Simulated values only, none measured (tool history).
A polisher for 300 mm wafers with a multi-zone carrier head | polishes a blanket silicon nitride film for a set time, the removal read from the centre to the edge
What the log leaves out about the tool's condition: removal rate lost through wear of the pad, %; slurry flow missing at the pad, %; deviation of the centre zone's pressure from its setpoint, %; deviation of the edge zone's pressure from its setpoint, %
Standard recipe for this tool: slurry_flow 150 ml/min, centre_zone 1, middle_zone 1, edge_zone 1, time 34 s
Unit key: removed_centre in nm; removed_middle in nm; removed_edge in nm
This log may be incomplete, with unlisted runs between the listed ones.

run	hour	slurry_flow	centre_zone	middle_zone	edge_zone	time	wafers since the last listed run	wafers polished on this pad	hours since the slurry nozzle was cleaned	hours since the centre zone pressure was calibrated	hours since the edge zone pressure was calibrated	hours since the carrier head's membrane was replaced	incoming thickness of the incoming film, nm	removed_centre	removed_middle	removed_edge
1	0	150	1	1	0.95	34	0	1350	129.4	25.4	1010.6	1057.9	370.9	67.7	65.4	67.4
2	103.1	150	1	1	0.95	34	1129	2479	232.5	128.5	1113.7	1161	367.5	65.7	66.8	68.2
# hour 130.5: worn pad replaced by a new one
3	149.1	150	1	1	0.95	34	460	203	278.5	174.5	1159.7	1207	371.6	67	66.4	66.6
4	196.6	150	1	1	1	34	520	723	326	222	1207.2	1254.5	369.6	67.6	65.8	67.9
5	243.8	150	1	1	1	34	517	1240	373.2	269.2	1254.4	1301.7	368.8	64.7	65.9	70.2
6	314.6	150	1	1	1	34	775	2016	444	340	1325.2	1372.5	369.9	64.4	66.3	68.6
# hour 346.2: worn pad replaced by a new one
# hour 379.1: carrier head's membrane replaced by a new one
# hour 422.9: edge zone pressure recalibrated
7	509.1	150	1	1	1	34	2009	1707	638.5	534.5	86.2	130	368.6	63.1	66.2	68.1
8	560.5	150	1	1	1	34	563	2270	689.9	585.9	137.6	181.4	376.1	62.9	62.6	67.1
# hour 583.8: slurry nozzle cleaned
# hour 584.9: centre zone pressure recalibrated
# hour 588.2: worn pad replaced by a new one
9	625.8	150	1	1	1	34	656	412	42	40.9	202.9	246.7	363.1	67.9	67.5	68.7
10	668.1	150	1	1	1	34	463	875	84.3	83.2	245.2	289	363.2	67.7	68.2	68.9
11	722.6	175	1.11	1	1.04	34	596	1472	138.8	137.7	299.7	343.5	374.5	75.3	68.3	71.6
# hour 788.7: worn pad replaced by a new one
12	789.2	115	0.94	0.92	1	34	685	5	205.4	204.3	366.3	410.1	370.1	59.9	61.6	66.7
13	853.3	150	1	0.88	1	28	702	707	269.5	268.4	430.4	474.2	368.8	54.3	48.5	56.4
14	910.9	150	1	1	1	34	630	1338	327.1	326	488	531.8	367.6	66.1	67	68.2
15	962.3	105	0.95	1	1	34	563	1901	378.5	377.4	539.4	583.2	369.7	57.1	62.3	65.8
16	1004.9	150	0.88	0.92	1.06	34	466	2367	421.1	420	582	625.8	365.9	56	61	69.8
# hour 1019: worn pad replaced by a new one
17	1068.5	180	1	1	1	25	652	541	484.7	483.6	645.6	689.4	376.3	49.5	47.3	49.9
18	1116.5	115	0.9	1.1	1.11	34	525	1067	532.7	531.6	693.6	737.4	361.4	55.4	67.1	67.1

3 options for the next run, each taken on its own from the tool as it stands now. Forecast them:
A	1116.9	150	1	1	1	34	4	1071	533.1	532	694	737.8	377.1	?	?	?
B	1116.9	150	1	0.9	1	34	4	1071	533.1	532	694	737.8	377.1	?	?	?
C	1116.9	150	1	1.09	1	34	4	1071	533.1	532	694	737.8	377.1	?	?	?

run	removed_centre	removed_middle	removed_edge
A	65.2	64.1	67.1
B	65.1	58.7	67.2
C	65.2	69	67
Had the tool no hidden state, the same runs would have come out as:
run	removed_centre	removed_middle	removed_edge
A	69.8	68.1	70
B	69.8	62.3	70.1
C	69.9	73.3	69.9
